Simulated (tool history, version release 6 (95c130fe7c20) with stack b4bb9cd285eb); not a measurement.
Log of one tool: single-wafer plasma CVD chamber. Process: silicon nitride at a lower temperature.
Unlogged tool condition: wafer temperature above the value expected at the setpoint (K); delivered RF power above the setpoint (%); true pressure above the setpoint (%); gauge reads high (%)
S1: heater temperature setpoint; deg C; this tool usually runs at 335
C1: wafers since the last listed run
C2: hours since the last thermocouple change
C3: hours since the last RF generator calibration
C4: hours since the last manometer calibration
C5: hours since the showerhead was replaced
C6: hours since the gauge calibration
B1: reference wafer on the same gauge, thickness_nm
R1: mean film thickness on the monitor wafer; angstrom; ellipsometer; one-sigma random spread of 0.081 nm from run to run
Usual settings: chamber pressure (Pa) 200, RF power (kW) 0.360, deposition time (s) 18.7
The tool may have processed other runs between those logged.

Run 1, hour 0.0: usual settings but deposition time (s) 16.2; C1 0; C2 771.1; C3 1544.3; C4 408.8; C5 4715.8; C6 289.0; B1 18.712. Result: R1 198.99 angstrom.
Run 2, hour 93.4: usual settings but RF power (kW) 0.325; C1 2226; C2 864.5; C3 1637.7; C4 502.2; C5 4809.2; C6 382.4; B1 18.697. Result: R1 214.33 angstrom.
Run 3, hour 148.7: usual settings but RF power (kW) 0.325; C1 1318; C2 919.8; C3 1693.0; C4 557.5; C5 4864.5; C6 437.7; B1 18.686. Result: R1 211.94 angstrom.
At hour 236.5: thermocouple changed; heater temperature recalibrated.
Run 4, hour 237.0: usual settings but RF power (kW) 0.325; C1 1914; C2 0.5; C3 1781.3; C4 645.8; C5 4952.8; C6 526.0; B1 18.691. Result: R1 213.28 angstrom.
Run 5, hour 302.8: usual settings but chamber pressure (Pa) 236; C1 1568; C2 66.3; C3 1847.1; C4 711.6; C5 5018.6; C6 591.8; B1 18.686. Result: R1 236.99 angstrom.
Run 6, hour 390.6: usual settings; C1 2093; C2 154.1; C3 1934.9; C4 799.4; C5 5106.4; C6 679.6; B1 18.691. Result: R1 229.06 angstrom.
At hour 422.5: RF generator calibrated.
Run 7, hour 480.2: usual settings; C1 1945; C2 243.7; C3 57.7; C4 889.0; C5 5196.0; C6 769.2; B1 18.700. Result: R1 228.78 angstrom.
Run 8, hour 544.3: usual settings; C1 1528; C2 307.8; C3 121.8; C4 953.1; C5 5260.1; C6 833.3; B1 18.696. Result: R1 227.74 angstrom.
Run 9, hour 649.2: usual settings but S1 326 deg C, chamber pressure (Pa) 156, deposition time (s) 20.1; C1 2500; C2 412.7; C3 226.7; C4 1058.0; C5 5365.0; C6 938.2; B1 18.705. Result: R1 231.64 angstrom.
Run 10, hour 686.8: usual settings but chamber pressure (Pa) 221, RF power (kW) 0.315, deposition time (s) 21.2; C1 896; C2 450.3; C3 264.3; C4 1095.6; C5 5402.6; C6 975.8; B1 18.692. Result: R1 240.75 angstrom.
Run 11, hour 736.0: usual settings but S1 321 deg C, chamber pressure (Pa) 187, RF power (kW) 0.380; C1 1172; C2 499.5; C3 313.5; C4 1144.8; C5 5451.8; C6 1025.0; B1 18.686. Result: R1 233.63 angstrom.
Run 12, hour 840.7: usual settings but RF power (kW) 0.410; C1 2496; C2 604.2; C3 418.2; C4 1249.5; C5 5556.5; C6 1129.7; B1 18.705. Result: R1 246.70 angstrom.
Run 13, hour 923.3: usual settings but S1 345 deg C; C1 1969; C2 686.8; C3 500.8; C4 1332.1; C5 5639.1; C6 1212.3; B1 18.715. Result: R1 225.71 angstrom.
Run 14, hour 965.6: usual settings but RF power (kW) 0.405; C1 1008; C2 729.1; C3 543.1; C4 1374.4; C5 5681.4; C6 1254.6; B1 18.702. Result: R1 246.17 angstrom.
At hour 1035.9: capacitance manometer re-zeroed and calibrated.
Run 15, hour 1059.0: usual settings but chamber pressure (Pa) 220, RF power (kW) 0.380, deposition time (s) 17.0; C1 2036; C2 822.5; C3 636.5; C4 23.1; C5 5774.8; C6 1348.0; B1 18.710. Result: R1 223.69 angstrom.
At hour 1121.3: gauge calibrated.
Run 16, hour 1157.9: usual settings but chamber pressure (Pa) 220; C1 2357; C2 921.4; C3 735.4; C4 122.0; C5 5873.7; C6 36.6; B1 18.707. Result: R1 235.36 angstrom.
Run 17, hour 1209.2: usual settings; C1 1223; C2 972.7; C3 786.7; C4 173.3; C5 5925.0; C6 87.9; B1 18.711. Result: R1 231.46 angstrom.
Run 18, hour 1265.1: usual settings; C1 1332; C2 1028.6; C3 842.6; C4 229.2; C5 5980.9; C6 143.8; B1 18.691. Result: R1 229.75 angstrom.
At hour 1286.9: thermocouple changed; heater temperature recalibrated.
Run 19, hour 1308.6: usual settings but chamber pressure (Pa) 220, deposition time (s) 19.8; C1 846; C2 21.7; C3 886.1; C4 272.7; C5 6024.4; C6 187.3; B1 18.706. Result: R1 247.36 angstrom.
At hour 1357.9: showerhead replaced.
Run 20, hour 1411.1: usual settings but chamber pressure (Pa) 229; C1 2252; C2 124.2; C3 988.6; C4 375.2; C5 53.2; C6 289.8; B1 18.692. Result: R1 235.50 angstrom.
Run 21, hour 1502.9: usual settings but chamber pressure (Pa) 173, RF power (kW) 0.320; C1 2188; C2 216.0; C3 1080.4; C4 467.0; C5 145.0; C6 381.6; B1 18.706. Result: R1 205.00 angstrom.
Run 22, hour 1593.7: usual settings but RF power (kW) 0.405; C1 2164; C2 306.8; C3 1171.2; C4 557.8; C5 235.8; C6 472.4; B1 18.702. Result: R1 246.74 angstrom.
Run 23, hour 1661.2: usual settings but chamber pressure (Pa) 232, deposition time (s) 17.5; C1 1609; C2 374.3; C3 1238.7; C4 625.3; C5 303.3; C6 539.9; B1 18.704. Result: R1 220.85 angstrom.
Run 24, hour 1717.1: usual settings but chamber pressure (Pa) 236, deposition time (s) 17.6; C1 1332; C2 430.2; C3 1294.6; C4 681.2; C5 359.2; C6 595.8; B1 18.706. Result: R1 222.70 angstrom.
Run 25, hour 1809.0: usual settings; C1 2190; C2 522.1; C3 1386.5; C4 773.1; C5 451.1; C6 687.7; B1 18.716. Result: R1 227.57 angstrom.

For run 26, what comes out?
Run 26, hour 1916.1: usual settings; C1 2553; C2 629.2; C3 1493.6; C4 880.2; C5 558.2; C6 794.8; B1 ?. Result: R1 ?.

Logged for run 26: B1 18.701, R1 227.23 angstrom.
If the tool had no hidden condition, the same run with the same run-to-run variation would have returned R1 230.12 angstrom.
